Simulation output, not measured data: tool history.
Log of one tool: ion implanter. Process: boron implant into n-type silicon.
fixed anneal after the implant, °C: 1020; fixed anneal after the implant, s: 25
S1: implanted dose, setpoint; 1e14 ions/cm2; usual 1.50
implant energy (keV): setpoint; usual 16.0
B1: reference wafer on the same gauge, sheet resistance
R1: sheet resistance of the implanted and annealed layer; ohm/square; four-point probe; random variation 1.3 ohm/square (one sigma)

Run 1, day 0.000: usual settings but S1 1.66 1e14 ions/cm2; B1 474.70. Result: R1 492.51 ohm/square.
Run 2, day 0.625: usual settings but S1 1.36 1e14 ions/cm2; B1 474.68. Result: R1 576.05 ohm/square.
Run 3, day 1.179: usual settings but S1 1.36 1e14 ions/cm2; B1 475.24. Result: R1 575.31 ohm/square.
Run 4, day 1.546: usual settings but S1 1.18 1e14 ions/cm2, implant energy (keV) 18.5; B1 474.81. Result: R1 629.96 ohm/square.
Run 5, day 2.179: usual settings but S1 1.18 1e14 ions/cm2, implant energy (keV) 18.5; B1 475.04. Result: R1 630.90 ohm/square.
Run 6, day 2.479: usual settings but implant energy (keV) 18.5; B1 474.81. Result: R1 521.38 ohm/square.
Run 7, day 2.875: usual settings but implant energy (keV) 18.5; B1 474.94. Result: R1 520.04 ohm/square.
Run 8, day 3.583: usual settings; B1 475.05. Result: R1 534.17 ohm/square.
Run 9, day 3.867: usual settings; B1 475.34. Result: R1 531.92 ohm/square.
Run 10, day 4.588: usual settings; B1 474.82. Result: R1 531.64 ohm/square.
Run 11, day 4.829: usual settings; B1 475.17. Result: R1 533.30 ohm/square.
Run 12, day 5.558: usual settings but implant energy (keV) 11.5; B1 474.97. Result: R1 554.09 ohm/square.
Run 13, day 5.862: usual settings but implant energy (keV) 11.5; B1 475.22. Result: R1 555.37 ohm/square.
Run 14, day 6.288: usual settings but implant energy (keV) 11.5; B1 475.30. Result: R1 555.42 ohm/square.
Run 15, day 6.925: usual settings but implant energy (keV) 13.0; B1 475.12. Result: R1 544.74 ohm/square.
Run 16, day 7.308: usual settings but S1 1.38 1e14 ions/cm2; B1 475.23. Result: R1 568.27 ohm/square.
Run 17, day 7.667: usual settings but S1 1.27 1e14 ions/cm2; B1 475.04. Result: R1 604.40 ohm/square.
Run 18, day 8.400: usual settings but S1 1.89 1e14 ions/cm2, implant energy (keV) 18.0; B1 475.12. Result: R1 432.77 ohm/square.
Run 19, day 8.796: usual settings but S1 1.19 1e14 ions/cm2, implant energy (keV) 21.5; B1 474.85. Result: R1 611.48 ohm/square.
Run 20, day 9.579: usual settings but S1 1.61 1e14 ions/cm2, implant energy (keV) 20.5; B1 475.02. Result: R1 476.39 ohm/square.
Run 21, day 9.883: usual settings; B1 475.12. Result: R1 520.79 ohm/square.
Run 22, day 10.504: usual settings but S1 1.82 1e14 ions/cm2, implant energy (keV) 19.0; B1 474.90. Result: R1 435.12 ohm/square.
Run 23, day 11.012: usual settings but S1 1.83 1e14 ions/cm2, implant energy (keV) 19.5; B1 474.98. Result: R1 431.98 ohm/square.
Run 24, day 11.583: usual settings; B1 475.22. Result: R1 517.79 ohm/square.
Run 25, day 11.967: usual settings; B1 475.20. Result: R1 519.45 ohm/square.
Run 26, day 12.542: usual settings but S1 1.78 1e14 ions/cm2, implant energy (keV) 14.0; B1 475.07. Result: R1 458.77 ohm/square.
Run 27, day 13.125: usual settings but implant energy (keV) 14.5; B1 475.07. Result: R1 553.36 ohm/square.
Run 28, day 13.800: usual settings but S1 1.08 1e14 ions/cm2, implant energy (keV) 14.5; B1 475.12. Result: R1 715.29 ohm/square.
Run 29, day 14.333: usual settings but S1 1.87 1e14 ions/cm2; B1 474.91. Result: R1 454.09 ohm/square.

Not shown: 4 entries that the log had between the listed runs. Between which runs, and how does the tool's hidden state differ before and after?
Between runs 9 and 10: extraction supply calibrated (day 4.567)
  deviation of the true dose from the Faraday cup's reading, %: 3.17 -> 3.19
  measured less the result without the state, R1: -13.64 -> -13.72 ohm/square
Between runs 19 and 20: Faraday cup replaced and dose calibrated (day 9.558)
  deviation of the true dose from the Faraday cup's reading, %: 3.28 -> 5.39
  measured less the result without the state, R1: -15.34 -> -20.48 ohm/square
Between runs 23 and 24: gauge calibrated (day 11.042)
  deviation of the true dose from the Faraday cup's reading, %: 5.92 -> 6.11
  measured less the result without the state, R1: -20.66 -> -25.53 ohm/square
Between runs 26 and 27: Faraday cup replaced and dose calibrated, repeated, since the last time left the tool worse (day 12.954)
  deviation of the true dose from the Faraday cup's reading, %: 6.4 -> 0.0795
  measured less the result without the state, R1: -24.06 -> -0.36 ohm/square
